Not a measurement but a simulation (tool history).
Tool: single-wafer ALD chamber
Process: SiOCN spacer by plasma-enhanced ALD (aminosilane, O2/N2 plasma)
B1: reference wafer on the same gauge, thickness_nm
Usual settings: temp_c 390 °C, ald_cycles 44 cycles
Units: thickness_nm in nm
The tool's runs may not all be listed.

run 1 day=0.000 | temp_c=390 ald_cycles=44 | B1=3.200 | thickness_nm=3.036
run 2 day=0.650 | temp_c=390 ald_cycles=44 | B1=3.198 | thickness_nm=3.039
run 3 day=1.567 | temp_c=390 ald_cycles=44 | B1=3.201 | thickness_nm=3.037
run 4 day=2.550 | temp_c=390 ald_cycles=44 | B1=3.200 | thickness_nm=3.055
run 5 day=3.454 | temp_c=401 ald_cycles=44 | B1=3.200 | thickness_nm=3.045
run 6 day=4.767 | temp_c=396 ald_cycles=48 | B1=3.204 | thickness_nm=3.340
run 7 day=7.708 | temp_c=396 ald_cycles=48 | B1=3.200 | thickness_nm=3.342
run 8 day=9.217 | temp_c=390 ald_cycles=46 | B1=3.198 | thickness_nm=3.189
run 9 day=10.604 | temp_c=390 ald_cycles=46 | B1=3.199 | thickness_nm=3.191
run 10 day=11.658 | temp_c=397 ald_cycles=41 | B1=3.200 | thickness_nm=2.840
run 11 day=12.604 | temp_c=397 ald_cycles=41 | B1=3.203 | thickness_nm=2.844
run 12 day=13.904 | temp_c=378 ald_cycles=44 | B1=3.202 | thickness_nm=3.059
run 13 day=14.708 | temp_c=378 ald_cycles=44 | B1=3.197 | thickness_nm=3.044
run 14 day=15.571 | temp_c=378 ald_cycles=44 | B1=3.197 | thickness_nm=3.050
run 15 day=16.529 | temp_c=390 ald_cycles=44 | B1=3.196 | thickness_nm=3.054
run 16 day=17.521 | temp_c=395 ald_cycles=44 | B1=3.203 | thickness_nm=3.052
run 17 day=18.612 | temp_c=385 ald_cycles=42 | B1=3.200 | thickness_nm=2.899
run 18 day=19.196 | temp_c=383 ald_cycles=44 | B1=3.196 | thickness_nm=3.049
-- day=19.471 gauge calibrated
-- day=19.958 thermocouple changed; heater temperature recalibrated
run 19 day=20.417 | temp_c=395 ald_cycles=38 | B1=3.202 | thickness_nm=2.636
run 20 day=20.954 | temp_c=395 ald_cycles=51 | B1=3.200 | thickness_nm=3.530
run 21 day=21.904 | temp_c=378 ald_cycles=47 | B1=3.202 | thickness_nm=3.250
run 22 day=23.117 | temp_c=399 ald_cycles=44 | B1=3.201 | thickness_nm=3.049
run 23 day=24.492 | temp_c=395 ald_cycles=44 | B1=3.205 | thickness_nm=3.047
run 24 day=25.221 | temp_c=390 ald_cycles=44 | B1=3.201 | thickness_nm=3.051
run 25 day=25.879 | temp_c=395 ald_cycles=53 | B1=3.198 | thickness_nm=3.670
run 26 day=27.379 | temp_c=390 ald_cycles=44 | B1=3.201 | thickness_nm=3.042
run 27 day=28.792 | temp_c=377 ald_cycles=49 | B1=3.202 | thickness_nm=3.405
run 28 day=29.567 | temp_c=401 ald_cycles=50 | B1=3.202 | thickness_nm=3.475

Forecast each of these 5 alternatives for the next run:
run A day=29.588 | temp_c=390 ald_cycles=44 | B1=? | thickness_nm=?
run B day=29.588 | temp_c=390 ald_cycles=36 | B1=? | thickness_nm=?
run C day=29.588 | temp_c=403 ald_cycles=40 | B1=? | thickness_nm=?
run D day=29.588 | temp_c=378 ald_cycles=36 | B1=? | thickness_nm=?
run E day=29.588 | temp_c=378 ald_cycles=46 | B1=? | thickness_nm=?

run=A B1=3.200 thickness_nm=3.060
run=B B1=3.200 thickness_nm=2.503
run=C B1=3.200 thickness_nm=2.760
run=D B1=3.200 thickness_nm=2.503
run=E B1=3.200 thickness_nm=3.199
Without the tool's hidden state the same runs would have given:
run=A thickness_nm=3.060
run=B thickness_nm=2.503
run=C thickness_nm=2.760
run=D thickness_nm=2.503
run=E thickness_nm=3.199

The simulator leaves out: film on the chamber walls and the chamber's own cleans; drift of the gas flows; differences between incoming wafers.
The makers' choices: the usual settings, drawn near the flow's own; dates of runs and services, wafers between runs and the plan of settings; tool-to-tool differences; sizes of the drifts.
